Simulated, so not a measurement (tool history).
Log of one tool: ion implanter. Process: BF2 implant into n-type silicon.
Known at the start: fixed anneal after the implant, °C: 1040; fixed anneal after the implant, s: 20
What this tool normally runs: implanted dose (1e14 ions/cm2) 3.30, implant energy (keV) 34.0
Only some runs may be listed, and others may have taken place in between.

| run | hour | implanted dose (1e14 ions/cm2) | implant energy (keV) | wafers since the last listed run | hours since the last dose calibration | hours since the extraction supply was calibrated | hours since the gauge calibration | read-back reference wafer on the same gauge, sheet resistance | sheet resistance of the implanted and annealed layer (ohm/square) |
|---|---|---|---|---|---|---|---|---|---|
| 1 | 0.0 | 3.30 | 34.0 | 0 | 1988.2 | 6371.6 | 464.4 | 389.57 | 320.59 |
| 2 | 90.0 | 3.30 | 34.0 | 1709 | 2078.2 | 6461.6 | 554.4 | 389.58 | 319.61 |
| 3 | 104.1 | 3.30 | 34.0 | 267 | 2092.3 | 6475.7 | 568.5 | 389.96 | 320.08 |
| 4 | 159.2 | 3.30 | 34.0 | 1046 | 2147.4 | 6530.8 | 623.6 | 390.39 | 319.28 |
| 5 | 195.0 | 3.30 | 34.0 | 680 | 2183.2 | 6566.6 | 659.4 | 390.19 | 318.46 |
| 6 | 210.1 | 3.30 | 34.0 | 286 | 2198.3 | 6581.7 | 674.5 | 390.23 | 317.89 |
|  | 229.5 | Faraday cup replaced and dose calibrated |
| 7 | 230.0 | 3.30 | 34.0 | 226 | 0.5 | 6601.6 | 694.4 | 389.94 | 335.93 |
| 8 | 249.2 | 3.30 | 34.0 | 364 | 19.7 | 6620.8 | 713.6 | 389.99 | 335.50 |
| 9 | 267.6 | 3.30 | 34.0 | 349 | 38.1 | 6639.2 | 732.0 | 389.75 | 336.69 |
| 10 | 301.4 | 3.30 | 34.0 | 642 | 71.9 | 6673.0 | 765.8 | 389.81 | 337.17 |
| 11 | 330.3 | 3.03 | 34.0 | 549 | 100.8 | 6701.9 | 794.7 | 390.00 | 360.94 |
| 12 | 344.2 | 3.03 | 34.0 | 264 | 114.7 | 6715.8 | 808.6 | 389.98 | 360.78 |
| 13 | 374.4 | 2.44 | 29.0 | 573 | 144.9 | 6746.0 | 838.8 | 390.03 | 438.45 |
| 14 | 388.6 | 3.00 | 41.0 | 269 | 159.1 | 6760.2 | 853.0 | 390.08 | 356.13 |
| 15 | 423.0 | 3.30 | 39.5 | 653 | 193.5 | 6794.6 | 887.4 | 389.99 | 329.12 |
| 16 | 441.9 | 3.30 | 28.5 | 359 | 212.4 | 6813.5 | 906.3 | 389.71 | 341.90 |
|  | 443.8 | gauge calibrated |
| 17 | 463.1 | 3.30 | 42.0 | 402 | 233.6 | 6834.7 | 19.3 | 390.13 | 328.78 |
| 18 | 486.7 | 2.95 | 34.0 | 448 | 257.2 | 6858.3 | 42.9 | 390.05 | 369.15 |
|  | 515.2 | extraction supply calibrated |
| 19 | 516.4 | 3.79 | 28.0 | 412 | 286.9 | 1.2 | 72.6 | 390.39 | 303.81 |
| 20 | 581.0 | 3.30 | 34.0 | 1227 | 351.5 | 65.8 | 137.2 | 390.18 | 333.60 |
| 21 | 601.7 | 2.96 | 37.5 | 393 | 372.2 | 86.5 | 157.9 | 390.13 | 364.55 |
| 22 | 625.1 | 3.30 | 41.5 | 444 | 395.6 | 109.9 | 181.3 | 390.12 | 328.77 |
| 23 | 649.3 | 2.36 | 34.0 | 459 | 419.8 | 134.1 | 205.5 | 389.73 | 445.92 |
| 24 | 667.6 | 4.23 | 23.0 | 347 | 438.1 | 152.4 | 223.8 | 390.17 | 282.18 |
| 25 | 698.1 | 3.30 | 34.0 | 579 | 468.6 | 182.9 | 254.3 | 390.09 | 337.55 |

Run-by-run hidden state of the tool:
deviation of the true energy from its setpoint, %: 0, the same for each run
gauge reads high (%): 0, the same for each run
H1: deviation of the true dose from the Faraday cup's reading, %
| run | H1 |
|---|---|
| 1 | 5.12 |
| 2 | 5.52 |
| 3 | 5.59 |
| 4 | 5.84 |
| 5 | 6.02 |
| 6 | 6.09 |
| 7 | -0.439 |
| 8 | -0.438 |
| 9 | -0.437 |
| 10 | -0.433 |
| 11 | -0.427 |
| 12 | -0.424 |
| 13 | -0.416 |
| 14 | -0.411 |
| 15 | -0.397 |
| 16 | -0.389 |
| 17 | -0.379 |
| 18 | -0.366 |
| 19 | -0.348 |
| 20 | -0.303 |
| 21 | -0.286 |
| 22 | -0.266 |
| 23 | -0.245 |
| 24 | -0.227 |
| 25 | -0.197 |
